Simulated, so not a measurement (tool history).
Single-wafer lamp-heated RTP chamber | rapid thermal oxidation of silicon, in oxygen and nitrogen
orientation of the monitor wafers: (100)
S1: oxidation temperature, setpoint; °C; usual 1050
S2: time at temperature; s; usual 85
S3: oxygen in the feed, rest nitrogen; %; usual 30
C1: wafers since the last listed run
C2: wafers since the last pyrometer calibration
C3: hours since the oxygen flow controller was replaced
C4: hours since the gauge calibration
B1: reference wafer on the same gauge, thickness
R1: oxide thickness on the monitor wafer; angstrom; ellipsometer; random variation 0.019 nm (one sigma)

{"run": 1, "hour": 0.0, "S1": 1064, "S2": 85, "S3": 30, "C1": 0, "C2": 1068, "C3": 2716.3, "C4": 2655.8, "B1": 6.81, "R1": 68.08}
{"run": 2, "hour": 46.2, "S1": 1050, "S2": 114, "S3": 30, "C1": 325, "C2": 1393, "C3": 2762.5, "C4": 2702.0, "B1": 6.813, "R1": 70.92}
{"run": 3, "hour": 105.4, "S1": 1050, "S2": 114, "S3": 30, "C1": 416, "C2": 1809, "C3": 2821.7, "C4": 2761.2, "B1": 6.82, "R1": 70.69}
{"run": 4, "hour": 163.3, "S1": 1050, "S2": 114, "S3": 30, "C1": 407, "C2": 2217, "C3": 2879.6, "C4": 2819.1, "B1": 6.817, "R1": 71.36}
{"run": 5, "hour": 224.8, "S1": 1062, "S2": 85, "S3": 30, "C1": 432, "C2": 2649, "C3": 2941.1, "C4": 2880.6, "B1": 6.815, "R1": 67.53}
{"run": 6, "hour": 261.6, "S1": 1050, "S2": 85, "S3": 30, "C1": 258, "C2": 2908, "C3": 2977.9, "C4": 2917.4, "B1": 6.825, "R1": 62.79}
{"run": 7, "hour": 325.7, "S1": 1050, "S2": 85, "S3": 30, "C1": 450, "C2": 3359, "C3": 3042.0, "C4": 2981.5, "B1": 6.814, "R1": 62.3}
{"run": 8, "hour": 410.3, "S1": 1050, "S2": 85, "S3": 30, "C1": 595, "C2": 3954, "C3": 3126.6, "C4": 3066.1, "B1": 6.819, "R1": 62.46}
{"hour": 504.0, "done": "pyrometer window cleaned and pyrometer calibrated"}
{"run": 9, "hour": 504.5, "S1": 1050, "S2": 85, "S3": 30, "C1": 606, "C2": 3, "C3": 3220.8, "C4": 3160.3, "B1": 6.817, "R1": 61.67}
{"run": 10, "hour": 586.3, "S1": 1050, "S2": 85, "S3": 30, "C1": 575, "C2": 579, "C3": 3302.6, "C4": 3242.1, "B1": 6.818, "R1": 62.21}
{"run": 11, "hour": 680.5, "S1": 1050, "S2": 85, "S3": 30, "C1": 662, "C2": 1241, "C3": 3396.8, "C4": 3336.3, "B1": 6.823, "R1": 62.09}
{"run": 12, "hour": 743.6, "S1": 1050, "S2": 85, "S3": 30, "C1": 443, "C2": 1685, "C3": 3459.9, "C4": 3399.4, "B1": 6.822, "R1": 61.94}
{"run": 13, "hour": 780.6, "S1": 1050, "S2": 85, "S3": 30, "C1": 260, "C2": 1946, "C3": 3496.9, "C4": 3436.4, "B1": 6.809, "R1": 62.11}
{"run": 14, "hour": 876.8, "S1": 1043, "S2": 85, "S3": 30, "C1": 676, "C2": 2622, "C3": 3593.1, "C4": 3532.6, "B1": 6.824, "R1": 59.39}
{"run": 15, "hour": 1165.6, "S1": 1043, "S2": 85, "S3": 30, "C1": 2031, "C2": 4654, "C3": 3881.9, "C4": 3821.4, "B1": 6.818, "R1": 59.72}
{"run": 16, "hour": 1233.4, "S1": 1050, "S2": 85, "S3": 30, "C1": 476, "C2": 5131, "C3": 3949.7, "C4": 3889.2, "B1": 6.818, "R1": 62.45}
{"run": 17, "hour": 1287.5, "S1": 1064, "S2": 65, "S3": 30, "C1": 380, "C2": 5512, "C3": 4003.8, "C4": 3943.3, "B1": 6.834, "R1": 61.23}
{"hour": 1343.4, "done": "pyrometer window cleaned and pyrometer calibrated"}
{"run": 18, "hour": 1381.6, "S1": 1042, "S2": 85, "S3": 47, "C1": 605, "C2": 268, "C3": 4097.9, "C4": 4037.4, "B1": 6.815, "R1": 68.41}
{"run": 19, "hour": 1451.1, "S1": 1050, "S2": 116, "S3": 40, "C1": 488, "C2": 757, "C3": 4167.4, "C4": 4106.9, "B1": 6.828, "R1": 79.05}
{"hour": 1478.5, "done": "gauge calibrated"}
{"run": 20, "hour": 1722.0, "S1": 1050, "S2": 85, "S3": 30, "C1": 1905, "C2": 2663, "C3": 4438.3, "C4": 243.5, "B1": 6.833, "R1": 62.56}
{"run": 21, "hour": 1766.2, "S1": 1059, "S2": 68, "S3": 53, "C1": 310, "C2": 2974, "C3": 4482.5, "C4": 287.7, "B1": 6.828, "R1": 73.31}
{"hour": 1798.8, "done": "oxygen flow controller replaced"}
{"run": 22, "hour": 1813.1, "S1": 1024, "S2": 125, "S3": 20, "C1": 273, "C2": 3248, "C3": 14.3, "C4": 334.6, "B1": 6.824, "R1": 53.99}
{"run": 23, "hour": 1901.6, "S1": 1040, "S2": 65, "S3": 45, "C1": 622, "C2": 3870, "C3": 102.8, "C4": 423.1, "B1": 6.826, "R1": 59.75}
{"hour": 1998.2, "done": "pyrometer window cleaned and pyrometer calibrated"}
{"run": 24, "hour": 2006.3, "S1": 1025, "S2": 71, "S3": 30, "C1": 680, "C2": 57, "C3": 207.5, "C4": 527.8, "B1": 6.819, "R1": 48.04}
{"run": 25, "hour": 2099.1, "S1": 1050, "S2": 85, "S3": 30, "C1": 652, "C2": 710, "C3": 300.3, "C4": 620.6, "B1": 6.818, "R1": 61.61}
{"run": 26, "hour": 2144.0, "S1": 1024, "S2": 125, "S3": 20, "C1": 315, "C2": 1026, "C3": 345.2, "C4": 665.5, "B1": 6.82, "R1": 53.65}
{"run": 27, "hour": 2223.8, "S1": 1068, "S2": 112, "S3": 17, "C1": 561, "C2": 1587, "C3": 425.0, "C4": 745.3, "B1": 6.817, "R1": 64.98}
{"run": 28, "hour": 2520.3, "S1": 1033, "S2": 85, "S3": 30, "C1": 2085, "C2": 3673, "C3": 721.5, "C4": 1041.8, "B1": 6.819, "R1": 55.49}
{"run": 29, "hour": 2586.0, "S1": 1063, "S2": 120, "S3": 17, "C1": 462, "C2": 4135, "C3": 787.2, "C4": 1107.5, "B1": 6.818, "R1": 65.5}
{"run": 30, "hour": 2633.1, "S1": 1050, "S2": 85, "S3": 30, "C1": 331, "C2": 4466, "C3": 834.3, "C4": 1154.6, "B1": 6.809, "R1": 62.46}
{"run": 31, "hour": 2691.3, "S1": 1063, "S2": 120, "S3": 47, "C1": 409, "C2": 4876, "C3": 892.5, "C4": 1212.8, "B1": 6.828, "R1": 93.29}
{"run": 32, "hour": 2735.4, "S1": 1039, "S2": 102, "S3": 17, "C1": 310, "C2": 5186, "C3": 936.6, "C4": 1256.9, "B1": 6.809, "R1": 52.07}
{"hour": 2771.8, "done": "pyrometer window cleaned and pyrometer calibrated"}
{"run": 33, "hour": 2777.7, "S1": 1032, "S2": 73, "S3": 30, "C1": 241, "C2": 41, "C3": 978.9, "C4": 1299.2, "B1": 6.818, "R1": 50.98}
{"run": 34, "hour": 2882.9, "S1": 1059, "S2": 85, "S3": 17, "C1": 740, "C2": 781, "C3": 1084.1, "C4": 1404.4, "B1": 6.817, "R1": 54.21}
{"run": 35, "hour": 2953.4, "S1": 1050, "S2": 85, "S3": 30, "C1": 495, "C2": 1277, "C3": 1154.6, "C4": 1474.9, "B1": 6.816, "R1": 62.4}
{"run": 36, "hour": 3059.4, "S1": 1027, "S2": 85, "S3": 17, "C1": 745, "C2": 2023, "C3": 1260.6, "C4": 1580.9, "B1": 6.82, "R1": 44.47}
{"run": 37, "hour": 3133.7, "S1": 1050, "S2": 44, "S3": 17, "C1": 522, "C2": 2545, "C3": 1334.9, "C4": 1655.2, "B1": 6.821, "R1": 39.05}
{"run": 38, "hour": 3178.1, "S1": 1050, "S2": 85, "S3": 30, "C1": 312, "C2": 2858, "C3": 1379.3, "C4": 1699.6, "B1": 6.818, "R1": 62.35}

4 ways to go on from here, each from the tool as it stands after run 38. What would each give?
{"run": "A", "hour": 3178.6, "S1": 1050, "S2": 85, "S3": 30, "C1": 3, "C2": 2861, "C3": 1379.8, "C4": 1700.1, "B1": "?", "R1": "?"}
{"run": "B", "hour": 3178.6, "S1": 1022, "S2": 101, "S3": 30, "C1": 3, "C2": 2861, "C3": 1379.8, "C4": 1700.1, "B1": "?", "R1": "?"}
{"run": "C", "hour": 3178.6, "S1": 1071, "S2": 45, "S3": 38, "C1": 3, "C2": 2861, "C3": 1379.8, "C4": 1700.1, "B1": "?", "R1": "?"}
{"run": "D", "hour": 3178.6, "S1": 1050, "S2": 53, "S3": 55, "C1": 3, "C2": 2861, "C3": 1379.8, "C4": 1700.1, "B1": "?", "R1": "?"}

run=A B1=6.825 R1=62.36
run=B B1=6.825 R1=55.59
run=C B1=6.825 R1=58.92
run=D B1=6.825 R1=62.64
Without the tool's hidden state the same runs would have given:
run=A R1=61.55
run=B R1=54.85
run=C R1=58.19
run=D R1=61.83
